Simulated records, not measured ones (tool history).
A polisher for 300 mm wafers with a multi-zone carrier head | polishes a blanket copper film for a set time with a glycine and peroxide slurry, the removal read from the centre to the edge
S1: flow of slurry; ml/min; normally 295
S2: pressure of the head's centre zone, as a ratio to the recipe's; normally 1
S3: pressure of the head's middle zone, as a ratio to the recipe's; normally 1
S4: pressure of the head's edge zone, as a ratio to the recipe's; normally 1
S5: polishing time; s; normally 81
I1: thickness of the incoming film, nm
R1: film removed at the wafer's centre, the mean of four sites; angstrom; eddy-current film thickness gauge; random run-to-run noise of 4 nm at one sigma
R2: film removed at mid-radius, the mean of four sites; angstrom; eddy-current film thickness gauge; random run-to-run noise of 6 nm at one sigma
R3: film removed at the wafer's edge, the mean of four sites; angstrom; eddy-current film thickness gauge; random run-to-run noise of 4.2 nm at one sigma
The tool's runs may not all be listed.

run	hour	S1	S2	S3	S4	S5	I1	R1	R2	R3
1	0	295	1	1	1	81	2394.1	5190	5199	5326
2	44.8	295	1	1	1	81	2418.9	5010	5070	5099
3	81	295	1	1	1	61	2425.7	3748	3791	3816
4	135	295	1	1	1	81	2376.4	4836	4726	4938
5	166.3	295	1	1	1	81	2385.4	4894	4907	4923
# hour 185.2: centre zone pressure recalibrated
6	198.9	295	1	1	1	81	2413.2	4863	4768	4902
# hour 228.9: slurry nozzle cleaned
# hour 242: worn pad replaced by a new one
7	244.6	295	1	1	1	81	2386.7	5288	5217	5399
# hour 291.2: edge zone pressure recalibrated
8	298.6	295	1	1	1	81	2404	5031	5074	5222
# hour 345.9: carrier head's membrane replaced by a new one
9	368.2	295	1	1	0.92	81	2392.2	4955	5060	4809
10	554.7	295	1	1.1	0.93	103	2384.7	6170	6621	6030
# hour 562.5: worn pad replaced by a new one, of another model than before
11	593.9	330	1.06	1	1	92	2363.1	6259	5901	5998
12	656.7	295	1	1	1	81	2377.2	4931	4982	5122
13	720.4	295	1	1	1	81	2395.1	4884	4822	4963
14	747.8	295	1	1.11	1.08	81	2397.7	4835	5227	5129
# hour 758.5: centre zone pressure recalibrated
15	788.8	295	1	1	1	93	2378.9	5564	5469	5595
16	856.3	295	1.07	1	0.95	81	2356.1	5067	4756	4832
# hour 883.5: worn pad replaced by a new one
17	884	295	1.1	1	1	59	2363	4301	3846	3936
18	938	295	1	1	1	81	2356.6	5139	5046	5190
# hour 941.4: slurry nozzle cleaned
19	971.1	195	1	1	1	66	2392.2	3944	4091	4128
20	1020.7	295	1	1	1	81	2426.3	4947	4909	5006
# hour 1033.9: carrier head's membrane replaced by a new one
21	1051.7	220	1	1	1	81	2385	4827	4900	4914
22	1122	295	1	1	1	81	2377.3	4880	4826	4931

Some steps in R1, run to run, broken into two amounts with sign: the step expected even without the hidden condition (settings, incoming material, random variation), and the rest, left for the hidden condition together with whatever gauge scatter is not in both the measured and the hidden-condition-free result:
Hidden conditions of the tool in this case: removal rate lost through wear of the pad, %; slurry flow missing at the pad, %; deviation of the centre zone's pressure from its setpoint, %; deviation of the edge zone's pressure from its setpoint, %.
Run 2 -> 3: S5 81 -> 61. R1 -1262 angstrom: hidden state +11, all else -1273.
Run 6 -> 7: slurry nozzle cleaned, worn pad replaced by a new one. R1 +425 angstrom: hidden state +475, all else -50.
Run 11 -> 12: S1 330 -> 295, S2 1.06 -> 1, S5 92 -> 81. R1 -1328 angstrom: hidden state -127, all else -1201.
Run 16 -> 17: S2 1.07 -> 1.1, S4 0.95 -> 1, S5 81 -> 59, worn pad replaced by a new one. R1 -766 angstrom: hidden state +542, all else -1308.
